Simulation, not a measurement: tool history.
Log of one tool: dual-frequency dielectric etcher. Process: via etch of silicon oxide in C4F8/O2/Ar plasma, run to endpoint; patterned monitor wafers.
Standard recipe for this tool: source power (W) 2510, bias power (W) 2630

run,hour,source power (W),bias power (W),wafers since the last listed run,hours since the last wet clean,hours since the last source power generator calibration,hours since the last bias power generator calibration,hours since the last upper electrode change,"incoming incoming film thickness, nm",endpoint time (s)
1,0.0,2510,2781,0,294.2,3222.5,3554.8,4499.7,2193.2,345.3
# hour 42.7: wet clean of the chamber
2,43.2,2510,2795,108,0.5,3265.7,3598.0,4542.9,2217.3,342.3
3,43.6,2510,2168,2,0.9,3266.1,3598.4,4543.3,2219.4,388.2
4,60.6,2510,2186,95,17.9,3283.1,3615.4,4560.3,2229.4,390.6
5,129.1,2510,2157,386,86.4,3351.6,3683.9,4628.8,2208.0,390.0
6,149.5,2510,2157,115,106.8,3372.0,3704.3,4649.2,2198.2,388.3
7,169.2,2900,2843,111,126.5,3391.7,3724.0,4668.9,2200.5,323.9
8,193.7,2900,2843,138,151.0,3416.2,3748.5,4693.4,2224.6,327.5
9,228.1,2160,3028,194,185.4,3450.6,3782.9,4727.8,2216.8,352.4
10,258.7,2160,3028,172,216.0,3481.2,3813.5,4758.4,2207.3,354.4
11,276.1,2510,2630,98,233.4,3498.6,3830.9,4775.8,2208.2,358.6
12,291.2,2510,2630,85,248.5,3513.7,3846.0,4790.9,2203.5,358.8
13,312.8,2510,2630,121,270.1,3535.3,3867.6,4812.5,2223.8,361.4
# hour 323.0: source power generator calibrated
14,338.9,2510,2630,124,296.2,15.9,3893.7,4838.6,2233.8,363.6
15,352.4,2510,2630,76,309.7,29.4,3907.2,4852.1,2192.7,357.9
# hour 401.6: wet clean of the chamber
16,402.1,2510,2630,145,0.5,79.1,3956.9,4901.8,2194.3,346.1
17,402.5,2330,2848,2,0.9,79.5,3957.3,4902.2,2208.9,345.4
# hour 436.0: upper electrode replaced
18,436.5,1920,3119,56,34.9,113.5,3991.3,0.5,2217.3,357.0
19,451.5,2880,3233,84,49.9,128.5,4006.3,15.5,2200.8,300.1
20,483.1,2830,2630,178,81.5,160.1,4037.9,47.1,2214.3,335.8
21,499.0,2510,2630,89,97.4,176.0,4053.8,63.0,2218.4,353.2
22,566.4,2900,2843,380,164.8,243.4,4121.2,130.4,2223.7,325.9
# hour 586.0: bias power generator calibrated
23,591.6,2810,3066,119,190.0,268.6,5.6,155.6,2229.9,318.6
24,606.1,3080,2200,81,204.5,283.1,20.1,170.1,2213.0,359.9
25,625.0,3010,3058,106,223.4,302.0,39.0,189.0,2194.7,306.6
26,639.3,2900,2322,80,237.7,316.3,53.3,203.3,2220.9,360.0
27,683.7,2510,3095,250,282.1,360.7,97.7,247.7,2208.3,329.5
28,708.9,2510,2630,142,307.3,385.9,122.9,272.9,2209.4,358.7
# hour 741.0: wet clean of the chamber
29,741.5,2510,2630,48,0.5,418.5,155.5,305.5,2213.0,352.8
30,767.0,2200,2630,143,26.0,444.0,181.0,331.0,2231.4,374.4

For some of the steps in endpoint time (s) from one run to the next: how much would appear even if the tool had no hidden state, given the settings, what came in and random variation, and how much remains for the hidden state plus any gauge scatter that the measured result and the result without hidden state don't share?
What the log doesn't record here: etch rate over this chamber's usual, %; source power that arrives over what is set, %; bias power that arrives over what is set, %.
Run 1 -> 2: bias power (W) 2781 -> 2795, wet clean of the chamber. endpoint time (s) -3.0: hidden state -5.6, all else +2.6.
Run 6 -> 7: source power (W) 2510 -> 2900, bias power (W) 2157 -> 2843. endpoint time (s) -64.4: hidden state -0.3, all else -64.1.
Run 15 -> 16: wet clean of the chamber. endpoint time (s) -11.8: hidden state -11.7, all else -0.1.
Run 18 -> 19: source power (W) 1920 -> 2880, bias power (W) 3119 -> 3233. endpoint time (s) -56.9: hidden state +0.4, all else -57.3.
Run 25 -> 26: source power (W) 3010 -> 2900, bias power (W) 3058 -> 2322. endpoint time (s) +53.4: hidden state +1.1, all else +52.3.
Run 28 -> 29: wet clean of the chamber. endpoint time (s) -5.9: hidden state -6.5, all else +0.6.
